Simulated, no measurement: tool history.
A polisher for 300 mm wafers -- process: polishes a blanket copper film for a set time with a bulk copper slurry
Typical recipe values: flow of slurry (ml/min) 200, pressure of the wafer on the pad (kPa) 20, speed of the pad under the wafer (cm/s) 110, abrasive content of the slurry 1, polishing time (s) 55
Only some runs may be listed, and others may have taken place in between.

run	hour	flow of slurry (ml/min)	pressure of the wafer on the pad (kPa)	speed of the pad under the wafer (cm/s)	abrasive content of the slurry	polishing time (s)	wafers since the last listed run	wafers polished on this pad	hours since the slurry nozzle was cleaned	hours since the head pressure was calibrated	hours since the slurry blender was calibrated	incoming thickness of the incoming film, nm	film removed (nm)
1	0	200	20	110	1	55	0	619	549	622.4	252.1	3142.9	486.7
# hour 7.8: worn pad replaced by a new one
2	13.8	200	20	110	1	55	124	75	562.8	636.2	265.9	3096.8	494
3	23.8	200	20	110	1	55	127	203	572.8	646.2	275.9	3131	488.8
4	31	200	20	110	1	55	91	295	580	653.4	283.1	3059.4	491.2
5	47.8	200	20	110	1	55	213	508	596.8	670.2	299.9	3140.7	484.9
6	64.8	200	20	110	1	55	216	725	613.8	687.2	316.9	3101.6	481.6
# hour 70.4: worn pad replaced by a new one
7	72.3	200	20	110	1	55	44	24	621.3	694.7	324.4	3139.3	479.7
8	84.7	200	24.8	110	1	55	157	182	633.7	707.1	336.8	3178.7	602.1
9	100.4	200	24.8	110	1	55	199	382	649.4	722.8	352.5	3151.4	597.2
# hour 132.8: worn pad replaced by a new one
10	146.5	200	20	110	1	55	536	174	695.5	768.9	398.6	3108	476.7
# hour 151.4: slurry blender recalibrated
11	160.1	200	20	110	1	55	147	321	709.1	782.5	8.7	3133.9	517.4
# hour 171.6: slurry nozzle cleaned
12	177.7	250	20	110	0.9	69	211	533	6.1	800.1	26.3	3068.1	653.3
# hour 189.8: worn pad replaced by a new one
13	190.3	235	16.5	110	0.8	41	109	6	18.7	812.7	38.9	3071.3	300.2
14	198.6	200	20	110	1	55	105	111	27	821	47.2	3136.4	502.5
# hour 218.2: head pressure recalibrated
# hour 251.2: worn pad replaced by a new one
15	251.7	200	20	110	1	55	599	6	80.1	33.5	100.3	3114.4	497.6
16	265.7	200	14.5	110	1	55	178	184	94.1	47.5	114.3	3116.9	367.7
17	275.7	200	15.2	140	1	55	127	311	104.1	57.5	124.3	3063.7	489.9
18	292.2	200	17.9	110	1.15	55	210	521	120.6	74	140.8	3158.6	462.6
19	309.7	200	20	110	0.7	65	222	744	138.1	91.5	158.3	3116.5	546
# hour 318: worn pad replaced by a new one
20	318.5	150	15.9	110	0.8	62	61	6	146.9	100.3	167.1	3181.3	397.5

What the log doesn't show, run by run:
removal rate lost through wear of the pad, %: 0 across all the runs
slurry flow missing at the pad, %: 0 across all the runs
deviation of the head's pressure from its setpoint, %: 0 across all the runs
H1: abrasive missing from the slurry, %
run	H1
1	26.6
2	27.7
3	28.5
4	29.1
5	30.5
6	32
7	32.6
8	33.6
9	34.9
10	38.8
11	3.17
12	4.64
13	5.69
14	6.38
15	10.8
16	12
17	12.8
18	14.2
19	15.6
20	16.4
